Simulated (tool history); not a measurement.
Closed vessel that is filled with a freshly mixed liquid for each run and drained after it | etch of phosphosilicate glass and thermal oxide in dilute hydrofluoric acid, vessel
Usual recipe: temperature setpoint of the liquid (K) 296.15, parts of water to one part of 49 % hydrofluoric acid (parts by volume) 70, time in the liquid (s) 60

run	hour	temperature setpoint of the liquid (K)	parts of water to one part of 49 % hydrofluoric acid (parts by volume)	time in the liquid (s)	wafers since the last listed run	hours since the thermometer was replaced	hours since the hydrofluoric acid flow meter was replaced	hours since the gauge calibration	read-back film thickness of the phosphosilicate glass reference wafer, read on the same gauge (nm)	read-back film thickness of the thermal oxide reference wafer, read on the same gauge (nm)	thickness taken off the phosphosilicate glass on a monitor wafer (nm)	thickness taken off the thermal oxide on a monitor wafer (nm)
1	0	296.15	70	60	0	113.8	119.9	1280.7	30.01	79.964	182.1	4.153
2	42.7	296.15	70	60	3437	156.5	162.6	1323.4	30	80.013	183.65	4.184
3	76.1	299.15	80	60	2689	189.9	196	1356.8	29.99	80.041	178.25	4.072
4	134.5	293.15	85	60	4701	248.3	254.4	1415.2	30	80.008	128.07	2.904
5	190.7	296.15	35	60	4524	304.5	310.6	1471.4	30	80.01	371.3	8.543
6	218	291.65	105	75	2198	331.8	337.9	1498.7	30	80.02	118.42	2.723
7	272.8	293.15	70	50	4412	386.6	392.7	1553.5	30.02	79.986	132.01	2.951
# hour 310.1: gauge calibrated
8	340.8	299.65	70	40	5474	454.6	460.7	30.7	30	79.958	134.86	3.08
9	373.6	294.65	70	85	2640	487.4	493.5	63.5	30	80.041	234.29	5.301
10	412	296.15	55	60	3091	525.8	531.9	101.9	29.99	79.966	228.38	5.132
11	477.5	296.15	70	60	5273	591.3	597.4	167.4	30.02	80.012	174.4	3.965
12	524	296.15	70	60	3743	637.8	643.9	213.9	29.99	80.012	169.64	3.923
13	623.5	296.15	90	60	8011	737.3	743.4	313.4	30	80.024	129.95	2.916
14	688.2	297.65	45	90	5209	802	808.1	378.1	30.01	80.024	426.41	9.745
15	722.9	297.15	70	60	2793	836.7	842.8	412.8	30.01	80.013	172.38	3.967
16	751.6	293.65	45	45	2310	865.4	871.5	441.5	29.98	80	180.48	4.131
17	807.7	299.15	80	60	4516	921.5	927.6	497.6	30	80	161.43	3.692
18	878.9	298.15	55	30	5732	992.7	998.8	568.8	29.98	79.989	116.1	2.646
19	933.5	300.65	60	60	4396	1047.3	1053.4	623.4	30.03	80.012	227.92	5.289
20	1032	291.65	40	80	7930	1145.8	1151.9	721.9	29.99	79.974	319.48	7.365
21	1073.7	296.15	70	70	3357	1187.5	1193.6	763.6	30.01	80.034	186.95	4.296
22	1113	294.15	70	60	3164	1226.8	1232.9	802.9	30.01	80.021	147.16	3.341
23	1195.8	297.65	45	90	6666	1309.6	1315.7	885.7	30	80.021	403	9.246
24	1254.9	296.15	45	35	4758	1368.7	1374.8	944.8	30	80.012	146.69	3.375
# hour 1257: hydrofluoric acid flow meter replaced
# hour 1293.6: thermometer replaced
25	1306.7	292.15	50	60	4009	13.1	49.7	996.6	30.02	79.989	219.84	5.046
26	1377.7	296.15	70	60	5716	84.1	120.7	1067.6	30.01	80.017	181.05	4.091

Hidden state, per run?
gauge reads high (%): 0, the same for each run
H1: liquid colder than its thermometer reads (K)
H2: hydrofluoric acid flow below the setpoint (%)
run	H1	H2
1	0.22	1.06
2	0.3	1.24
3	0.362	1.38
4	0.471	1.63
5	0.575	1.86
6	0.626	1.98
7	0.728	2.21
8	0.854	2.5
9	0.915	2.63
10	0.987	2.8
11	1.11	3.07
12	1.2	3.27
13	1.38	3.69
14	1.5	3.96
15	1.57	4.1
16	1.62	4.22
17	1.72	4.46
18	1.86	4.76
19	1.96	4.99
20	2.14	5.4
21	2.22	5.58
22	2.29	5.74
23	2.45	6.09
24	2.56	6.34
25	0.48	0.665
26	0.612	0.963
